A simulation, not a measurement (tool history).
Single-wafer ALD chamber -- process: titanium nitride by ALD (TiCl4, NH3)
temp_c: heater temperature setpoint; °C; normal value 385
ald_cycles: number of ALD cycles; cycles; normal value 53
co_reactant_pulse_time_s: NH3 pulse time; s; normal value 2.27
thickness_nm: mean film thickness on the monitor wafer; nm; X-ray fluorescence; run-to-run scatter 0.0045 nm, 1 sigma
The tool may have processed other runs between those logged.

run,hour,temp_c,ald_cycles,co_reactant_pulse_time_s,"read-back reference wafer on the same gauge, thickness_nm",thickness_nm
1,0.0,385,53,2.27,1.204,1.142
2,33.1,385,53,2.27,1.205,1.138
3,61.1,385,53,2.27,1.207,1.144
4,95.9,385,53,2.27,1.209,1.150
5,145.5,395,53,1.97,1.212,1.150
6,174.5,395,53,1.97,1.214,1.159
7,225.4,395,53,1.97,1.216,1.152
8,251.1,385,53,2.27,1.216,1.151
9,286.7,385,53,2.27,1.218,1.151
10,333.4,385,53,2.27,1.222,1.154
11,379.4,385,53,2.27,1.222,1.155
12,449.3,385,53,2.27,1.227,1.152
13,477.7,385,53,2.27,1.228,1.151
14,521.2,385,60,2.85,1.229,1.337
15,567.9,385,50,2.27,1.232,1.094
# hour 588.0: gauge calibrated
16,605.1,394,44,2.27,1.200,0.948
17,655.8,373,62,1.58,1.202,1.293
18,680.7,372,44,2.02,1.202,0.929
19,750.3,395,53,1.97,1.207,1.139
# hour 776.6: showerhead replaced
# hour 874.0: thermocouple changed; heater temperature recalibrated
20,875.4,375,49,1.81,1.213,1.043
21,938.3,372,59,2.65,1.217,1.265
22,1010.7,395,53,1.97,1.220,1.153
23,1036.4,389,57,3.14,1.220,1.256
24,1075.1,385,57,1.67,1.222,1.224
25,1138.9,373,62,1.58,1.227,1.310
26,1185.7,385,53,2.69,1.229,1.171
27,1237.5,391,59,1.96,1.230,1.288
28,1269.5,372,56,1.39,1.234,1.178

Each row is a separate what-if for the run after 28, all from the same tool condition, not one after another. Results?
A,1270.0,385,53,2.27,?,?
B,1270.0,385,49,2.89,?,?
C,1270.0,396,46,1.37,?,?

run,"read-back reference wafer on the same gauge, thickness_nm",thickness_nm
A,1.232,1.168
B,1.232,1.090
C,1.232,1.005
Stripped of hidden state, with their random variation kept, the same runs would have yielded:
run,thickness_nm
A,1.138
B,1.061
C,0.979
